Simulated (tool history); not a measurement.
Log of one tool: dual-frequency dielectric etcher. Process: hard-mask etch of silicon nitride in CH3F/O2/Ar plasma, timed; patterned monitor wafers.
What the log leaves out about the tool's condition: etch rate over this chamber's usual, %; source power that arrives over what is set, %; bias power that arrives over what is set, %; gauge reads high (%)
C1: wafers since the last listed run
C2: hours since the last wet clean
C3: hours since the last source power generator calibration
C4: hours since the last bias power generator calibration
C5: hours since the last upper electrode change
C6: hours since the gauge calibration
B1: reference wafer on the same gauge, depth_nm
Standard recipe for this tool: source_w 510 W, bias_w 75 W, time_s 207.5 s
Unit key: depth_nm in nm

{"run": 1, "hour": 0.0, "source_w": 510, "bias_w": 75, "time_s": 207.5, "C1": 0, "C2": 534.4, "C3": 785.4, "C4": 3876.0, "C5": 2781.6, "C6": 525.4, "B1": 184.1, "depth_nm": 173.5}
{"run": 2, "hour": 66.2, "source_w": 560, "bias_w": 75, "time_s": 207.5, "C1": 428, "C2": 600.6, "C3": 851.6, "C4": 3942.2, "C5": 2847.8, "C6": 591.6, "B1": 184.2, "depth_nm": 178.8}
{"hour": 147.1, "done": "wet clean of the chamber"}
{"run": 3, "hour": 173.3, "source_w": 510, "bias_w": 75, "time_s": 207.5, "C1": 537, "C2": 26.2, "C3": 958.7, "C4": 4049.3, "C5": 2954.9, "C6": 698.7, "B1": 183.8, "depth_nm": 174.0}
{"run": 4, "hour": 276.8, "source_w": 510, "bias_w": 75, "time_s": 207.5, "C1": 669, "C2": 129.7, "C3": 1062.2, "C4": 4152.8, "C5": 3058.4, "C6": 802.2, "B1": 184.0, "depth_nm": 174.5}
{"run": 5, "hour": 366.8, "source_w": 510, "bias_w": 75, "time_s": 207.5, "C1": 581, "C2": 219.7, "C3": 1152.2, "C4": 4242.8, "C5": 3148.4, "C6": 892.2, "B1": 184.2, "depth_nm": 174.8}
{"run": 6, "hour": 454.8, "source_w": 510, "bias_w": 75, "time_s": 207.5, "C1": 569, "C2": 307.7, "C3": 1240.2, "C4": 4330.8, "C5": 3236.4, "C6": 980.2, "B1": 184.0, "depth_nm": 175.0}
{"run": 7, "hour": 514.6, "source_w": 510, "bias_w": 75, "time_s": 207.5, "C1": 386, "C2": 367.5, "C3": 1300.0, "C4": 4390.6, "C5": 3296.2, "C6": 1040.0, "B1": 184.0, "depth_nm": 174.5}
{"hour": 540.8, "done": "source power generator calibrated"}
{"hour": 588.7, "done": "gauge calibrated"}
{"run": 8, "hour": 605.7, "source_w": 510, "bias_w": 75, "time_s": 207.5, "C1": 563, "C2": 458.6, "C3": 64.9, "C4": 4481.7, "C5": 3387.3, "C6": 17.0, "B1": 183.9, "depth_nm": 172.7}
{"run": 9, "hour": 645.1, "source_w": 510, "bias_w": 65, "time_s": 207.5, "C1": 254, "C2": 498.0, "C3": 104.3, "C4": 4521.1, "C5": 3426.7, "C6": 56.4, "B1": 184.2, "depth_nm": 164.3}
{"hour": 688.4, "done": "wet clean of the chamber"}
{"run": 10, "hour": 694.8, "source_w": 560, "bias_w": 66, "time_s": 168.0, "C1": 166, "C2": 6.4, "C3": 154.0, "C4": 4570.8, "C5": 3476.4, "C6": 106.1, "B1": 184.1, "depth_nm": 136.8}
{"run": 11, "hour": 799.5, "source_w": 580, "bias_w": 62, "time_s": 255.0, "C1": 677, "C2": 111.1, "C3": 258.7, "C4": 4675.5, "C5": 3581.1, "C6": 210.8, "B1": 183.9, "depth_nm": 205.6}
{"run": 12, "hour": 894.3, "source_w": 390, "bias_w": 85, "time_s": 207.5, "C1": 613, "C2": 205.9, "C3": 353.5, "C4": 4770.3, "C5": 3675.9, "C6": 305.6, "B1": 183.9, "depth_nm": 170.5}
{"hour": 984.0, "done": "bias power generator calibrated"}
{"run": 13, "hour": 1108.3, "source_w": 510, "bias_w": 75, "time_s": 207.5, "C1": 1357, "C2": 419.9, "C3": 567.5, "C4": 124.3, "C5": 3889.9, "C6": 519.6, "B1": 184.0, "depth_nm": 173.6}
{"hour": 1184.7, "done": "upper electrode replaced"}
{"hour": 1208.5, "done": "wet clean of the chamber"}
{"run": 14, "hour": 1209.0, "source_w": 580, "bias_w": 62, "time_s": 255.0, "C1": 341, "C2": 0.5, "C3": 668.2, "C4": 225.0, "C5": 24.3, "C6": 620.3, "B1": 184.2, "depth_nm": 205.9}
{"run": 15, "hour": 1287.7, "source_w": 440, "bias_w": 85, "time_s": 166.0, "C1": 508, "C2": 79.2, "C3": 746.9, "C4": 303.7, "C5": 103.0, "C6": 699.0, "B1": 183.9, "depth_nm": 141.1}
{"run": 16, "hour": 1330.3, "source_w": 410, "bias_w": 70, "time_s": 232.5, "C1": 275, "C2": 121.8, "C3": 789.5, "C4": 346.3, "C5": 145.6, "C6": 741.6, "B1": 183.9, "depth_nm": 180.5}
{"run": 17, "hour": 1395.1, "source_w": 400, "bias_w": 58, "time_s": 181.5, "C1": 419, "C2": 186.6, "C3": 854.3, "C4": 411.1, "C5": 210.4, "C6": 806.4, "B1": 184.1, "depth_nm": 131.2}
{"run": 18, "hour": 1442.9, "source_w": 470, "bias_w": 81, "time_s": 207.5, "C1": 309, "C2": 234.4, "C3": 902.1, "C4": 458.9, "C5": 258.2, "C6": 854.2, "B1": 184.1, "depth_nm": 176.0}
{"run": 19, "hour": 1526.0, "source_w": 510, "bias_w": 89, "time_s": 148.0, "C1": 537, "C2": 317.5, "C3": 985.2, "C4": 542.0, "C5": 341.3, "C6": 937.3, "B1": 183.9, "depth_nm": 132.2}

Measured result minus the same run's result without the hidden state. Both carry the same run-to-run variation, though not necessarily the same gauge scatter:
run=1 depth_nm=+1.6
run=2 depth_nm=+1.7
run=3 depth_nm=+1.6
run=4 depth_nm=+1.7
run=5 depth_nm=+1.8
run=6 depth_nm=+1.8
run=7 depth_nm=+1.8
run=8 depth_nm=-0.4
run=9 depth_nm=-0.2
run=10 depth_nm=-0.1
run=11 depth_nm=+0.3
run=12 depth_nm=+0.5
run=13 depth_nm=+0.9
run=14 depth_nm=+1.2
run=15 depth_nm=+0.9
run=16 depth_nm=+1.1
run=17 depth_nm=+0.9
run=18 depth_nm=+1.2
run=19 depth_nm=+0.9
